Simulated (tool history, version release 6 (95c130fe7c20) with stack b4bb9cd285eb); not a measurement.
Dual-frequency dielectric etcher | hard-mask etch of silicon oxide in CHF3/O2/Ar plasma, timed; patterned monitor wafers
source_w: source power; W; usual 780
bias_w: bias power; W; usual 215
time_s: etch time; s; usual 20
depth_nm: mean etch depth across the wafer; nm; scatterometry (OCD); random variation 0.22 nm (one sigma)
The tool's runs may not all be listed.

| run | hour | source_w | bias_w | time_s | read-back reference wafer on the same gauge, depth_nm | depth_nm |
|---|---|---|---|---|---|---|
| 1 | 0 | 780 | 215 | 20 | 45.97 | 46.19 |
| 2 | 28 | 780 | 215 | 20 | 45.89 | 46.21 |
| 3 | 94.9 | 780 | 215 | 20 | 45.88 | 46.05 |
|  | 143.9 | wet clean of the chamber |
| 4 | 147.5 | 780 | 215 | 20 | 45.83 | 46.27 |
| 5 | 184.8 | 780 | 215 | 20 | 45.84 | 46.09 |
| 6 | 223.5 | 780 | 215 | 20 | 45.77 | 45.92 |
| 7 | 284 | 780 | 215 | 20 | 45.72 | 45.96 |
| 8 | 342.6 | 780 | 215 | 20 | 45.65 | 46.01 |
| 9 | 400.7 | 780 | 215 | 18.5 | 45.68 | 42.52 |
| 10 | 471.1 | 780 | 215 | 18.5 | 45.68 | 42.4 |
|  | 510.7 | wet clean of the chamber |
| 11 | 517.1 | 780 | 215 | 18.5 | 45.61 | 42.69 |
| 12 | 576.4 | 780 | 215 | 20 | 45.61 | 45.99 |
| 13 | 645 | 780 | 215 | 20 | 45.56 | 45.52 |
| 14 | 675.6 | 900 | 215 | 14.5 | 45.54 | 34.55 |
| 15 | 699.9 | 720 | 165 | 20 | 45.51 | 41.26 |
| 16 | 749.9 | 890 | 215 | 23.5 | 45.47 | 55.93 |
| 17 | 787 | 590 | 167 | 15 | 45.45 | 29.19 |
|  | 818 | upper electrode replaced |
| 18 | 852 | 780 | 215 | 24 | 45.48 | 54.53 |
|  | 936.8 | wet clean of the chamber |
|  | 958.1 | bias power generator calibrated |
|  | 989.5 | source power generator calibrated |
|  | 1029.1 | gauge calibrated |
| 19 | 1056.3 | 880 | 266 | 25 | 46.41 | 65.04 |
| 20 | 1201.3 | 650 | 233 | 25 | 46.35 | 55.58 |
| 21 | 1325.5 | 780 | 269 | 20 | 46.29 | 50.03 |
|  | 1372.2 | wet clean of the chamber |
| 22 | 1395.2 | 780 | 215 | 20 | 46.25 | 46.52 |
| 23 | 1458.5 | 710 | 215 | 20 | 46.21 | 45.36 |
| 24 | 1507.1 | 900 | 262 | 20 | 46.19 | 51.87 |
| 25 | 1535.3 | 720 | 215 | 23 | 46.14 | 51.86 |
| 26 | 1603.4 | 590 | 182 | 20 | 46.19 | 40.21 |

Run 27 comes next. What will it give?
| 27 | 1719.4 | 780 | 248 | 20 | ? | ? |

{"run 27": {"read-back reference wafer on the same gauge, depth_nm": 46.1, "depth_nm": 48.45}}
Without the tool's hidden state the same run would have given depth_nm 48.89 nm.

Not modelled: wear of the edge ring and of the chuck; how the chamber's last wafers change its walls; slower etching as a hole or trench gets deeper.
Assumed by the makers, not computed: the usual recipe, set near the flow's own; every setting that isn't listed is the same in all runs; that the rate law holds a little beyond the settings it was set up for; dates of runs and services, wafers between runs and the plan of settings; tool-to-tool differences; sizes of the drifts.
